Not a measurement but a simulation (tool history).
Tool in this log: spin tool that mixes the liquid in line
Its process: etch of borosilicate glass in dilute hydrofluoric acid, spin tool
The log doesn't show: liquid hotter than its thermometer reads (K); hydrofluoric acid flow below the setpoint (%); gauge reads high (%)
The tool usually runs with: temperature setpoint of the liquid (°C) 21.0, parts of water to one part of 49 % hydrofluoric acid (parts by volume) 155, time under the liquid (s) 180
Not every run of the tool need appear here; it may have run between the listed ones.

run	hour	temperature setpoint of the liquid (°C)	parts of water to one part of 49 % hydrofluoric acid (parts by volume)	time under the liquid (s)	wafers since the last listed run	hours since the thermometer was replaced	hours since the hydrofluoric acid flow meter was replaced	hours since the gauge calibration	read-back film thickness of the borosilicate glass reference wafer, read on the same gauge (nm)	thickness taken off the borosilicate glass on a monitor wafer (angstrom)
1	0.0	19.0	155	180	0	486.8	537.3	2844.0	40.01	334.2
# hour 62.6: thermometer replaced
2	280.2	19.0	155	180	2494	217.6	817.5	3124.2	40.00	330.1
3	337.9	21.0	155	180	515	275.3	875.2	3181.9	40.00	356.1
4	406.4	21.0	155	180	612	343.8	943.7	3250.4	40.03	358.4
5	466.3	21.0	155	180	535	403.7	1003.6	3310.3	40.01	357.3
6	566.4	21.0	155	180	894	503.8	1103.7	3410.4	40.02	356.2
7	613.1	21.0	155	135	417	550.5	1150.4	3457.1	40.04	266.2
# hour 641.1: thermometer replaced
8	685.4	21.0	155	135	637	44.3	1222.7	3529.4	40.05	266.7
9	764.2	21.0	155	135	704	123.1	1301.5	3608.2	39.95	266.0
# hour 839.8: gauge calibrated
10	861.6	21.0	155	110	870	220.5	1398.9	21.8	40.01	214.9
11	961.8	21.0	155	110	895	320.7	1499.1	122.0	40.02	215.6
12	1047.1	21.0	155	110	762	406.0	1584.4	207.3	40.00	213.2
# hour 1048.9: hydrofluoric acid flow meter replaced
13	1148.9	19.5	155	180	900	507.8	100.0	309.1	40.02	307.8
# hour 1190.7: thermometer replaced
14	1238.4	21.0	155	135	790	47.7	189.5	398.6	40.06	244.8
15	1303.0	23.0	200	270	577	112.3	254.1	463.2	39.99	390.0
16	1367.9	21.0	155	180	579	177.2	319.0	528.1	40.01	327.1
17	1469.2	25.5	155	180	905	278.5	420.3	629.4	40.06	388.1
18	1516.7	21.0	155	180	424	326.0	467.8	676.9	39.97	321.6
19	1567.2	21.0	155	180	451	376.5	518.3	727.4	40.02	329.0
# hour 1645.2: hydrofluoric acid flow meter replaced, repeated, since the last time left the tool worse
20	1654.1	25.0	155	250	767	463.4	8.9	814.3	40.00	592.2
21	1741.4	21.0	155	110	780	550.7	96.2	901.6	39.98	221.1
# hour 1761.8: thermometer replaced
22	1834.3	25.0	155	180	821	72.5	189.1	994.5	39.94	420.2
23	1918.7	22.5	190	180	754	156.9	273.5	1078.9	40.01	299.8
24	1961.4	17.5	155	120	381	199.6	316.2	1121.6	40.01	210.5
25	2043.3	18.5	155	280	731	281.5	398.1	1203.5	39.98	502.2
26	2097.6	21.0	155	145	485	335.8	452.4	1257.8	39.96	289.8
27	2134.8	18.5	155	280	332	373.0	489.6	1295.0	39.98	503.8
28	2207.7	18.0	100	125	651	445.9	562.5	1367.9	39.99	363.5
29	2277.3	25.0	120	250	621	515.5	632.1	1437.5	40.04	778.5
30	2369.8	17.5	235	85	826	608.0	724.6	1530.0	39.97	88.6
# hour 2384.6: thermometer replaced
31	2438.9	21.0	155	180	608	54.3	793.7	1599.1	39.98	356.7
32	2537.3	19.0	175	290	879	152.7	892.1	1697.5	39.99	460.8

Describe how what the log doesn't record of the tool's condition differs between the last listed run preceding each entry between runs and the first listed run following it.
Between runs 1 and 2: thermometer replaced (hour 62.6)
  hydrofluoric acid flow below the setpoint (%): 1.43 -> 2.18
  measured less the result without the state, thickness taken off the borosilicate glass on a monitor wafer (angstrom): -5.7 -> -8.5
Between runs 7 and 8: thermometer replaced (hour 641.1)
  hydrofluoric acid flow below the setpoint (%): 3.06 -> 3.25
  measured less the result without the state, thickness taken off the borosilicate glass on a monitor wafer (angstrom): -9.8 -> -10.4
Between runs 9 and 10: gauge calibrated (hour 839.8)
  hydrofluoric acid flow below the setpoint (%): 3.46 -> 3.71
  measured less the result without the state, thickness taken off the borosilicate glass on a monitor wafer (angstrom): -11.1 -> -9.7
Between runs 12 and 13: hydrofluoric acid flow meter replaced (hour 1048.9)
  hydrofluoric acid flow below the setpoint (%): 4.21 -> 8.87
  measured less the result without the state, thickness taken off the borosilicate glass on a monitor wafer (angstrom): -10.9 -> -35.1
Between runs 13 and 14: thermometer replaced (hour 1190.7)
  hydrofluoric acid flow below the setpoint (%): 8.87 -> 9.1
  measured less the result without the state, thickness taken off the borosilicate glass on a monitor wafer (angstrom): -35.1 -> -28.9
Between runs 19 and 20: hydrofluoric acid flow meter replaced, repeated, since the last time left the tool worse (hour 1645.2)
  hydrofluoric acid flow below the setpoint (%): 9.97 -> 0.72
  measured less the result without the state, thickness taken off the borosilicate glass on a monitor wafer (angstrom): -43.1 -> -5.1
Between runs 21 and 22: thermometer replaced (hour 1761.8)
  hydrofluoric acid flow below the setpoint (%): 0.951 -> 1.2
  measured less the result without the state, thickness taken off the borosilicate glass on a monitor wafer (angstrom): -2.5 -> -6.0
Between runs 30 and 31: thermometer replaced (hour 2384.6)
  hydrofluoric acid flow below the setpoint (%): 2.61 -> 2.8
  measured less the result without the state, thickness taken off the borosilicate glass on a monitor wafer (angstrom): -2.9 -> -12.0

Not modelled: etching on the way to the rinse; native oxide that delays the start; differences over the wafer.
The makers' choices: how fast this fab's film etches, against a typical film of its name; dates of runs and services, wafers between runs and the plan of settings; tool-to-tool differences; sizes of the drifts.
